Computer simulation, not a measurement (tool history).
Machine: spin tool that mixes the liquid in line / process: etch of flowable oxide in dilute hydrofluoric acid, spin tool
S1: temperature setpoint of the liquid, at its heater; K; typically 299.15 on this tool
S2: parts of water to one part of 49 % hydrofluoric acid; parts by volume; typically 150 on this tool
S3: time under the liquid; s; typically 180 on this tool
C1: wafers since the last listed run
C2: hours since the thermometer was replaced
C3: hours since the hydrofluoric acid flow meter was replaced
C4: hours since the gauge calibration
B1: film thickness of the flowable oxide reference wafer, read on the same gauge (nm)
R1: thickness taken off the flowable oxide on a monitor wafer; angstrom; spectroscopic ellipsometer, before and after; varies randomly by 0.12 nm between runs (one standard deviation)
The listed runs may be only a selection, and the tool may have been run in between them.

run 1 hour=0.0 | S1=299.15 S2=150 S3=180 | C1=0 C2=363.7 C3=638.0 C4=431.2 | B1=100.00 | R1=292.5
run 2 hour=103.3 | S1=300.15 S2=150 S3=235 | C1=829 C2=467.0 C3=741.3 C4=534.5 | B1=99.99 | R1=397.9
run 3 hour=173.1 | S1=300.15 S2=150 S3=235 | C1=560 C2=536.8 C3=811.1 C4=604.3 | B1=100.02 | R1=395.0
run 4 hour=223.1 | S1=299.15 S2=150 S3=180 | C1=401 C2=586.8 C3=861.1 C4=654.3 | B1=100.02 | R1=291.9
run 5 hour=261.0 | S1=296.15 S2=150 S3=180 | C1=304 C2=624.7 C3=899.0 C4=692.2 | B1=99.98 | R1=260.6
run 6 hour=353.0 | S1=300.65 S2=150 S3=180 | C1=738 C2=716.7 C3=991.0 C4=784.2 | B1=100.03 | R1=309.7
run 7 hour=391.0 | S1=300.65 S2=150 S3=180 | C1=305 C2=754.7 C3=1029.0 C4=822.2 | B1=100.03 | R1=306.8
run 8 hour=451.8 | S1=300.65 S2=150 S3=180 | C1=488 C2=815.5 C3=1089.8 C4=883.0 | B1=100.00 | R1=308.4
run 9 hour=543.7 | S1=299.15 S2=150 S3=180 | C1=738 C2=907.4 C3=1181.7 C4=974.9 | B1=99.99 | R1=288.0
-- hour=766.1 hydrofluoric acid flow meter replaced
run 10 hour=800.7 | S1=300.65 S2=150 S3=270 | C1=2056 C2=1164.4 C3=34.6 C4=1231.9 | B1=100.01 | R1=469.2
-- hour=837.0 thermometer replaced
run 11 hour=852.0 | S1=299.15 S2=150 S3=180 | C1=404 C2=15.0 C3=85.9 C4=1283.2 | B1=99.99 | R1=296.4
-- hour=867.2 gauge calibrated
run 12 hour=920.9 | S1=295.65 S2=85 S3=210 | C1=553 C2=83.9 C3=154.8 C4=53.7 | B1=99.95 | R1=573.3
run 13 hour=961.6 | S1=299.15 S2=150 S3=180 | C1=326 C2=124.6 C3=195.5 C4=94.4 | B1=99.98 | R1=295.6
run 14 hour=998.9 | S1=299.15 S2=115 S3=95 | C1=299 C2=161.9 C3=232.8 C4=131.7 | B1=100.01 | R1=212.2
run 15 hour=1104.0 | S1=296.15 S2=95 S3=230 | C1=844 C2=267.0 C3=337.9 C4=236.8 | B1=99.96 | R1=569.8

Run 16 is up next; what results do you expect?
run 16 hour=1193.0 | S1=299.15 S2=115 S3=95 | C1=714 C2=356.0 C3=426.9 C4=325.8 | B1=? | R1=?

Run 16 produced B1 99.96, R1 211.2 angstrom.
If the tool had no hidden condition, the same run with the same run-to-run variation would have returned R1 213.4 angstrom.
